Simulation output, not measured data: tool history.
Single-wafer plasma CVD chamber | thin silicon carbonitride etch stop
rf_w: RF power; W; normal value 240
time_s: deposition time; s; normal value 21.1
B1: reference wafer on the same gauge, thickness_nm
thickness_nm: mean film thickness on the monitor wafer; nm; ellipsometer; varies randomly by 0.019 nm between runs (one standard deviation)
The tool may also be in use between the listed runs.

{"run": 1, "hour": 0.0, "rf_w": 240, "time_s": 21.1, "B1": 13.601, "thickness_nm": 12.265}
{"run": 2, "hour": 36.8, "rf_w": 240, "time_s": 21.1, "B1": 13.596, "thickness_nm": 12.26}
{"run": 3, "hour": 90.4, "rf_w": 240, "time_s": 21.1, "B1": 13.603, "thickness_nm": 12.203}
{"run": 4, "hour": 142.0, "rf_w": 240, "time_s": 21.1, "B1": 13.606, "thickness_nm": 12.265}
{"run": 5, "hour": 187.0, "rf_w": 240, "time_s": 21.1, "B1": 13.599, "thickness_nm": 12.25}
{"run": 6, "hour": 230.9, "rf_w": 240, "time_s": 21.1, "B1": 13.604, "thickness_nm": 12.246}
{"run": 7, "hour": 259.1, "rf_w": 240, "time_s": 21.1, "B1": 13.595, "thickness_nm": 12.241}
{"run": 8, "hour": 304.5, "rf_w": 240, "time_s": 21.1, "B1": 13.603, "thickness_nm": 12.22}
{"run": 9, "hour": 338.3, "rf_w": 240, "time_s": 21.1, "B1": 13.598, "thickness_nm": 12.266}
{"run": 10, "hour": 371.1, "rf_w": 240, "time_s": 21.1, "B1": 13.606, "thickness_nm": 12.248}
{"run": 11, "hour": 428.3, "rf_w": 240, "time_s": 21.1, "B1": 13.598, "thickness_nm": 12.268}
{"run": 12, "hour": 490.8, "rf_w": 240, "time_s": 21.1, "B1": 13.606, "thickness_nm": 12.256}
{"run": 13, "hour": 541.0, "rf_w": 200, "time_s": 22.7, "B1": 13.607, "thickness_nm": 12.462}
{"run": 14, "hour": 613.2, "rf_w": 275, "time_s": 21.1, "B1": 13.601, "thickness_nm": 12.732}
{"run": 15, "hour": 639.8, "rf_w": 275, "time_s": 21.1, "B1": 13.605, "thickness_nm": 12.735}
{"run": 16, "hour": 692.5, "rf_w": 230, "time_s": 21.1, "B1": 13.6, "thickness_nm": 12.074}
{"run": 17, "hour": 830.4, "rf_w": 210, "time_s": 18, "B1": 13.601, "thickness_nm": 10.016}
{"hour": 843.1, "done": "showerhead replaced"}
{"run": 18, "hour": 886.7, "rf_w": 195, "time_s": 18.6, "B1": 13.597, "thickness_nm": 10.095}
{"run": 19, "hour": 936.4, "rf_w": 265, "time_s": 21.1, "B1": 13.6, "thickness_nm": 12.586}
{"run": 20, "hour": 961.0, "rf_w": 280, "time_s": 18.3, "B1": 13.605, "thickness_nm": 11.14}
{"hour": 991.1, "done": "gauge calibrated"}
{"run": 21, "hour": 1020.8, "rf_w": 270, "time_s": 17.6, "B1": 13.6, "thickness_nm": 10.576}
{"hour": 1072.2, "done": "thermocouple changed; heater temperature recalibrated"}
{"run": 22, "hour": 1072.7, "rf_w": 215, "time_s": 18.1, "B1": 13.594, "thickness_nm": 10.13}
{"run": 23, "hour": 1108.2, "rf_w": 275, "time_s": 25.3, "B1": 13.596, "thickness_nm": 15.279}
{"run": 24, "hour": 1140.7, "rf_w": 240, "time_s": 21.1, "B1": 13.593, "thickness_nm": 12.219}
{"run": 25, "hour": 1190.5, "rf_w": 260, "time_s": 21.1, "B1": 13.605, "thickness_nm": 12.5}
{"run": 26, "hour": 1215.8, "rf_w": 205, "time_s": 23, "B1": 13.597, "thickness_nm": 12.707}
{"run": 27, "hour": 1257.6, "rf_w": 215, "time_s": 19.6, "B1": 13.6, "thickness_nm": 11.008}
{"hour": 1340.8, "done": "RF generator calibrated"}
{"run": 28, "hour": 1456.7, "rf_w": 205, "time_s": 24.3, "B1": 13.605, "thickness_nm": 13.508}
{"run": 29, "hour": 1491.9, "rf_w": 215, "time_s": 21.1, "B1": 13.602, "thickness_nm": 11.898}
{"run": 30, "hour": 1543.4, "rf_w": 240, "time_s": 21.1, "B1": 13.6, "thickness_nm": 12.285}
{"run": 31, "hour": 1582.1, "rf_w": 205, "time_s": 24.3, "B1": 13.599, "thickness_nm": 13.506}
{"run": 32, "hour": 1625.5, "rf_w": 265, "time_s": 19, "B1": 13.602, "thickness_nm": 11.443}
{"run": 33, "hour": 1687.6, "rf_w": 270, "time_s": 22.4, "B1": 13.597, "thickness_nm": 13.574}
{"run": 34, "hour": 1726.0, "rf_w": 270, "time_s": 23.8, "B1": 13.6, "thickness_nm": 14.369}
{"run": 35, "hour": 1759.9, "rf_w": 240, "time_s": 24.4, "B1": 13.6, "thickness_nm": 14.218}
{"run": 36, "hour": 1787.8, "rf_w": 275, "time_s": 21.1, "B1": 13.6, "thickness_nm": 12.799}

Hidden state, per run?
wafer temperature above the value expected at the setpoint (K): 0 in every run
gauge reads high (%): 0 in every run
H1: delivered RF power above the setpoint (%)
run=1 H1=-2.54
run=2 H1=-2.58
run=3 H1=-2.64
run=4 H1=-2.7
run=5 H1=-2.74
run=6 H1=-2.78
run=7 H1=-2.81
run=8 H1=-2.84
run=9 H1=-2.87
run=10 H1=-2.89
run=11 H1=-2.93
run=12 H1=-2.97
run=13 H1=-3
run=14 H1=-3.04
run=15 H1=-3.05
run=16 H1=-3.08
run=17 H1=-3.14
run=18 H1=-3.16
run=19 H1=-3.17
run=20 H1=-3.18
run=21 H1=-3.2
run=22 H1=-3.21
run=23 H1=-3.22
run=24 H1=-3.23
run=25 H1=-3.24
run=26 H1=-3.25
run=27 H1=-3.25
run=28 H1=-0.561
run=29 H1=-0.685
run=30 H1=-0.857
run=31 H1=-0.978
run=32 H1=-1.11
run=33 H1=-1.27
run=34 H1=-1.37
run=35 H1=-1.45
run=36 H1=-1.52
